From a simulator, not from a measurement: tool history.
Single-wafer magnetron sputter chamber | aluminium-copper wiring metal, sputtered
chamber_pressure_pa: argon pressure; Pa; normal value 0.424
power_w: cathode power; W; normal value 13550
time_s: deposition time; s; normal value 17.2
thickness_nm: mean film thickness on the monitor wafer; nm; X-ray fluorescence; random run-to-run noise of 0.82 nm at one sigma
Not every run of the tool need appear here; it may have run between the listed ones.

run    hour  chamber_pressure_pa  power_w  time_s  read-back reference wafer on the same gauge, thickness_nm  thickness_nm
  1     0.0                0.424    13550    17.2                                                    460.869       395.813
  2   103.5                0.424    13550    17.2                                                    461.078       395.268
  3   186.5                0.424    13550    17.2                                                    460.639       395.706
  4   248.3                0.424    13550    17.2                                                    460.691       395.450
      281.9  -- sputter target and shields replaced
  5   286.9                0.344    13550    17.2                                                    461.703       430.435
  6   347.6                0.344    13550    17.2                                                    460.830       429.085
  7   446.6                0.344    13550    17.2                                                    461.164       427.244
  8   487.2                0.424    13550    15.3                                                    460.933       355.651
  9   530.8                0.424    13550    17.2                                                    461.017       399.694
 10   585.1                0.424    13550    17.2                                                    461.166       399.247
 11   637.3                0.424    13550    17.2                                                    461.529       398.966
      682.4  -- sputter target and shields replaced
 12   698.6                0.424    16250    16.1                                                    461.214       438.949
      702.6  -- gauge calibrated
 13   791.8                0.424    13550    14.2                                                    460.926       334.433
      870.1  -- magnet pack replaced
 14   889.8                0.261    13550    14.7                                                    460.766       390.194
      919.5  -- capacitance manometer re-zeroed and calibrated
 15   966.7                0.573    13550    19.5                                                    460.723       389.459
 16  1020.8                0.367    12050    18.6                                                    461.306       407.580
     1029.2  -- sputter target and shields replaced
 17  1092.1                0.424    13550    17.2                                                    460.794       394.057
 18  1175.9                0.361    11600    20.6                                                    460.712       441.837
     1337.8  -- sputter target and shields replaced
 19  1499.0                0.258    13550    17.2                                                    461.117       452.598
 20  1595.8                0.424    13550    15.3                                                    461.212       348.597
 21  1695.1                0.524    15750    18.8                                                    461.293       441.452
     1745.4  -- sputter target and shields replaced
 22  1784.9                0.424    12600    19.2                                                    461.049       420.239

Forecast each of these 3 alternatives for the next run:
  A  1785.3                0.424    12000    17.2                                                          ?             ?
  B  1785.3                0.272    15600    18.6                                                          ?             ?
  C  1785.3                0.346    10950    19.3                                                          ?             ?

run  read-back reference wafer on the same gauge, thickness_nm  thickness_nm
  A                                                    461.295       362.380
  B                                                    461.295       547.587
  C                                                    461.295       406.467
With no hidden state in the tool, these same runs would have given:
run  thickness_nm
  A       361.421
  B       549.141
  C       406.503
